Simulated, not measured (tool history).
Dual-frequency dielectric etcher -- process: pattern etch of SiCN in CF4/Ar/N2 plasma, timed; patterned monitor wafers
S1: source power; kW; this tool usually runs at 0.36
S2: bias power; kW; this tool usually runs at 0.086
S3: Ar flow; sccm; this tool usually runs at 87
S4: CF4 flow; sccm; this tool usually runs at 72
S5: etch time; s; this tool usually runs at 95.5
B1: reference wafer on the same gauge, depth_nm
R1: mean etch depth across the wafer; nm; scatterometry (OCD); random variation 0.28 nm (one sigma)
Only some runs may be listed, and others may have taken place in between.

run	hour	S1	S2	S3	S4	S5	B1	R1
1	0	0.36	0.086	87	72	95.5	82	71
2	96.2	0.36	0.086	87	72	95.5	82	70.9
3	203.5	0.36	0.086	87	72	113.5	81.9	84.4
# hour 284.2: Ar flow controller replaced
# hour 301.7: wet clean of the chamber
4	302.2	0.36	0.086	87	72	113.5	82.1	84.2
5	510.5	0.36	0.086	87	72	113.5	81.8	84.5
6	564.9	0.36	0.086	87	72	95.5	82.1	71.1
7	635.3	0.36	0.086	87	72	95.5	81.9	71.1
# hour 704.5: wet clean of the chamber
8	736.9	0.36	0.086	87	72	104.5	82.1	77.5
# hour 769: bias power generator calibrated
# hour 776.1: upper electrode replaced
9	821.2	0.3	0.086	96	60	74	82	45.3
10	902.9	0.36	0.108	104	83	87	82	69.6
# hour 938.7: CF4 flow controller replaced
11	983.5	0.36	0.086	87	72	95.5	82.1	70.4
12	1072.1	0.36	0.07	72	72	68.5	82	48.6
# hour 1115.4: wet clean of the chamber
# hour 1166.9: source power generator calibrated
13	1176.2	0.36	0.086	87	72	95.5	82	70.7
# hour 1211.4: gauge calibrated
14	1282.3	0.32	0.107	81	72	77.5	81.9	56.1
15	1366.9	0.3	0.086	103	72	76.5	82	48.1
16	1411.4	0.36	0.086	81	72	95.5	82	71.5
17	1484.9	0.36	0.086	87	72	95.5	82	70.6
# hour 1528.4: wet clean of the chamber
18	1531.7	0.32	0.068	87	72	95.5	82.1	59.9
19	1626.1	0.36	0.078	104	84	118	82.1	85.8

Expected results for the next run?
20	1709.9	0.31	0.096	87	57	111.5	?	?

B1: 82
R1: 72.3 nm
If the tool had no hidden condition, the same run with the same run-to-run variation would have returned R1 72.3 nm.
